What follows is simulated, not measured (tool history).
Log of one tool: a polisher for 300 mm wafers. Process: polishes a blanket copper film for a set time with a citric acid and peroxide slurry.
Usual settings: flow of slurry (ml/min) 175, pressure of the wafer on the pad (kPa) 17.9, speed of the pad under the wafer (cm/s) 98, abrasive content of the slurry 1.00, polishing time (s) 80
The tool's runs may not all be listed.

run,hour,flow of slurry (ml/min),pressure of the wafer on the pad (kPa),speed of the pad under the wafer (cm/s),abrasive content of the slurry,polishing time (s),"incoming thickness of the incoming film, nm",film removed (Å)
1,0.0,210,20.0,98,1.00,80,1119.8,1484
2,23.1,210,20.0,98,1.00,80,1135.3,1471
# hour 43.5: slurry nozzle cleaned
3,55.5,175,17.9,80,1.00,80,1124.7,1082
# hour 69.3: worn pad replaced by a new one
4,88.5,175,17.9,80,1.00,80,1094.0,1071
5,114.2,175,17.9,80,1.00,80,1109.4,1057
6,133.4,175,15.2,98,1.00,80,1125.4,1108
7,159.7,175,15.2,98,1.00,80,1120.2,1090
8,179.0,175,17.9,86,1.00,64,1109.7,926
9,208.6,195,22.1,76,0.75,80,1112.6,1189
10,234.0,175,17.9,98,1.00,80,1120.9,1281
11,250.3,175,17.9,98,0.70,94,1133.6,1381
# hour 269.5: slurry blender recalibrated
12,274.2,175,12.4,98,1.00,71,1122.5,786
13,300.3,175,15.2,98,1.00,80,1126.9,1079
# hour 318.3: worn pad replaced by a new one
14,327.2,175,17.9,98,1.00,80,1112.2,1253
15,346.7,175,17.9,98,1.10,80,1129.7,1307
16,369.5,145,22.8,98,1.00,80,1109.1,1526
17,397.0,175,17.9,98,1.00,100,1118.3,1586
18,493.2,215,15.9,98,1.10,80,1119.9,1152
# hour 504.1: head pressure recalibrated
19,521.7,175,17.9,76,0.90,80,1119.0,990
20,554.6,205,17.9,98,1.00,80,1133.2,1345
# hour 563.2: slurry blender recalibrated
# hour 630.9: worn pad replaced by a new one
21,632.9,125,17.9,98,1.00,72,1108.3,1093
22,646.4,175,20.7,66,1.00,72,1120.3,941
23,722.4,175,17.9,98,1.00,80,1108.5,1278
24,743.5,175,12.4,108,0.90,80,1114.0,951
25,762.8,175,17.9,98,1.00,80,1112.1,1302
26,775.9,195,15.9,98,1.00,94,1108.7,1359
27,803.6,175,21.4,98,0.75,80,1109.2,1428
# hour 823.3: slurry blender recalibrated
28,836.5,175,17.9,98,1.00,80,1095.2,1292
29,867.7,175,15.2,82,1.00,80,1127.8,920
30,885.7,175,15.2,98,1.00,80,1107.0,1107

Forecast each of these 4 alternatives for the next run:
A,886.1,175,17.9,98,1.00,80,1132.4,?
B,886.1,190,17.9,98,0.80,80,1132.4,?
C,886.1,150,17.9,76,1.00,80,1132.4,?
D,886.1,175,22.1,98,1.15,80,1132.4,?

run,film removed (Å)
A,1248
B,1217
C,967
D,1564
Without the tool's hidden state the same runs would have given:
run,film removed (Å)
A,1275
B,1243
C,987
D,1597

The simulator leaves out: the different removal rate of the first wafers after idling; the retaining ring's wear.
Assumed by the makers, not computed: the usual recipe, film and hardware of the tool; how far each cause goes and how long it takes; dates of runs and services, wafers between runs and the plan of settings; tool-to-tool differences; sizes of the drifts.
